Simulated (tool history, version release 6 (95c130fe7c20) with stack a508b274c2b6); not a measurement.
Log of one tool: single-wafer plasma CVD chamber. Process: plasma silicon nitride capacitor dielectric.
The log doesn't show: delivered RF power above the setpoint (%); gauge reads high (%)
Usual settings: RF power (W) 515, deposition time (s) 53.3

run,day,RF power (W),deposition time (s),wafers since the last listed run,hours since the last RF generator calibration,hours since the showerhead was replaced,hours since the gauge calibration,"read-back reference wafer on the same gauge, thickness_nm",mean film thickness on the monitor wafer (angstrom)
1,0,515,53.3,0,1183.4,2363.4,929.2,86.158,815.09
2,1.217,515,53.3,731,1212.6,2392.6,958.4,86.235,816.49
3,2.379,515,53.3,698,1240.5,2420.5,986.3,86.21,815.22
4,3.879,515,48.4,901,1276.5,2456.5,1022.3,86.124,740.7
5,6.85,485,53.3,1785,1347.8,2527.8,1093.6,86.101,796.96
6,8.233,515,53.3,831,1381,2561,1126.8,86.226,820.01
7,9.412,515,53.3,708,1409.3,2589.3,1155.1,86.114,813.29
8,11.108,515,53.3,1019,1450,2630,1195.8,86.251,815.91
9,12.721,515,53.3,969,1488.7,2668.7,1234.5,86.251,814.41
10,14.821,515,53.3,1262,1539.1,2719.1,1284.9,86.283,820.84
11,17.571,515,53.3,1652,1605.1,2785.1,1350.9,86.157,813.41
12,19.958,515,48.1,1434,1662.4,2842.4,1408.2,86.113,736.09
13,22.204,515,48.1,1349,1716.3,2896.3,1462.1,86.196,733.63
14,23.246,515,48.1,626,1741.3,2921.3,1487.1,86.312,734.47
15,25.075,515,53.3,1099,1785.2,2965.2,1531,86.13,817.83
16,27.45,515,53.3,1427,1842.2,3022.2,1588,86.181,814.61
17,29.708,515,53.3,1357,1896.4,3076.4,1642.2,86.222,818.07
18,32.438,515,53.3,1640,1961.9,3141.9,1707.7,86.174,816.92
# day 34.604: gauge calibrated
19,39.746,515,61.3,4392,2137.3,3317.3,123.4,86.13,936.01
20,40.762,560,45.4,611,2161.7,3341.7,147.8,86.156,717.2
# day 42.133: RF generator calibrated
21,42.188,465,46.9,656,1.3,3375.9,182,86.282,691.4
22,45.158,540,46.1,1785,72.6,3447.2,253.3,86.259,718.32
23,47.208,570,43.5,1232,121.8,3496.4,302.5,86.23,687.89
24,48.425,610,53.3,731,151,3525.6,331.7,86.267,866.85
25,50.842,450,49.3,1452,209,3583.6,389.7,86.172,717.6
26,52.342,515,53.3,901,245,3619.6,425.7,86.274,819.65
27,54.258,595,61.9,1151,291,3665.6,471.7,86.23,993.56

Forecast run 28:
28,56.933,470,43.1,1607,355.2,3729.8,535.9,?,?

read-back reference wafer on the same gauge, thickness_nm: 86.203
mean film thickness on the monitor wafer (angstrom): 638.67
Without the tool's hidden state the same run would have given mean film thickness on the monitor wafer (angstrom) 638.67.
